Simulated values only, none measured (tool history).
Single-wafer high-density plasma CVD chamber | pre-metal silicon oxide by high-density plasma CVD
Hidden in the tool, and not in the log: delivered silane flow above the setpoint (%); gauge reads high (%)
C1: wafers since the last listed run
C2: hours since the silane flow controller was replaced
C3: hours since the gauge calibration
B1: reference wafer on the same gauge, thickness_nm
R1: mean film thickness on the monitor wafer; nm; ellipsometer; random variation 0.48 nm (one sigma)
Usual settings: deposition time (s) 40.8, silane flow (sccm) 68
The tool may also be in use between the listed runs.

run 1 hour=0.0 | deposition_time_(s)=40.8 silane_flow_(sccm)=68 | C1=0 C2=4935.3 C3=159.1 | B1=342.538 | R1=325.741
run 2 hour=8.2 | deposition_time_(s)=44.5 silane_flow_(sccm)=68 | C1=224 C2=4943.5 C3=167.3 | B1=342.651 | R1=356.134
run 3 hour=20.8 | deposition_time_(s)=40.8 silane_flow_(sccm)=68 | C1=345 C2=4956.1 C3=179.9 | B1=342.503 | R1=326.287
run 4 hour=36.5 | deposition_time_(s)=43.4 silane_flow_(sccm)=58 | C1=430 C2=4971.8 C3=195.6 | B1=342.630 | R1=301.400
run 5 hour=67.9 | deposition_time_(s)=43.4 silane_flow_(sccm)=58 | C1=861 C2=5003.2 C3=227.0 | B1=342.832 | R1=300.142
run 6 hour=74.3 | deposition_time_(s)=43.4 silane_flow_(sccm)=58 | C1=175 C2=5009.6 C3=233.4 | B1=342.833 | R1=300.801
run 7 hour=82.1 | deposition_time_(s)=40.8 silane_flow_(sccm)=68 | C1=213 C2=5017.4 C3=241.2 | B1=342.793 | R1=326.960
-- hour=95.7 gauge calibrated
run 8 hour=99.3 | deposition_time_(s)=40.8 silane_flow_(sccm)=68 | C1=471 C2=5034.6 C3=3.6 | B1=339.116 | R1=322.513
-- hour=123.9 silane flow controller replaced
run 9 hour=124.4 | deposition_time_(s)=40.8 silane_flow_(sccm)=68 | C1=468 C2=0.5 C3=28.7 | B1=339.893 | R1=323.497
run 10 hour=128.1 | deposition_time_(s)=40.8 silane_flow_(sccm)=68 | C1=101 C2=4.2 C3=32.4 | B1=340.025 | R1=324.355
run 11 hour=141.5 | deposition_time_(s)=34.5 silane_flow_(sccm)=79 | C1=367 C2=17.6 C3=45.8 | B1=340.333 | R1=314.428
run 12 hour=158.9 | deposition_time_(s)=44.1 silane_flow_(sccm)=75 | C1=477 C2=35.0 C3=63.2 | B1=340.772 | R1=383.656
run 13 hour=169.5 | deposition_time_(s)=46.1 silane_flow_(sccm)=59 | C1=290 C2=45.6 C3=73.8 | B1=340.982 | R1=323.401
run 14 hour=180.8 | deposition_time_(s)=40.8 silane_flow_(sccm)=68 | C1=309 C2=56.9 C3=85.1 | B1=340.987 | R1=324.665
run 15 hour=194.0 | deposition_time_(s)=34.6 silane_flow_(sccm)=64 | C1=362 C2=70.1 C3=98.3 | B1=341.247 | R1=261.655
run 16 hour=210.6 | deposition_time_(s)=38.4 silane_flow_(sccm)=59 | C1=455 C2=86.7 C3=114.9 | B1=341.590 | R1=269.154
run 17 hour=219.8 | deposition_time_(s)=33.9 silane_flow_(sccm)=56 | C1=252 C2=95.9 C3=124.1 | B1=341.476 | R1=226.965
run 18 hour=229.2 | deposition_time_(s)=40.8 silane_flow_(sccm)=68 | C1=257 C2=105.3 C3=133.5 | B1=341.705 | R1=325.465
run 19 hour=240.0 | deposition_time_(s)=45.8 silane_flow_(sccm)=62 | C1=296 C2=116.1 C3=144.3 | B1=341.892 | R1=335.684

The next listed run, before its measurement:
run 20 hour=252.6 | deposition_time_(s)=40.8 silane_flow_(sccm)=63 | C1=345 C2=128.7 C3=156.9 | B1=? | R1=?

B1: 341.995
R1: 303.998 nm
Without the tool's hidden state the same run would have given R1 301.394 nm.
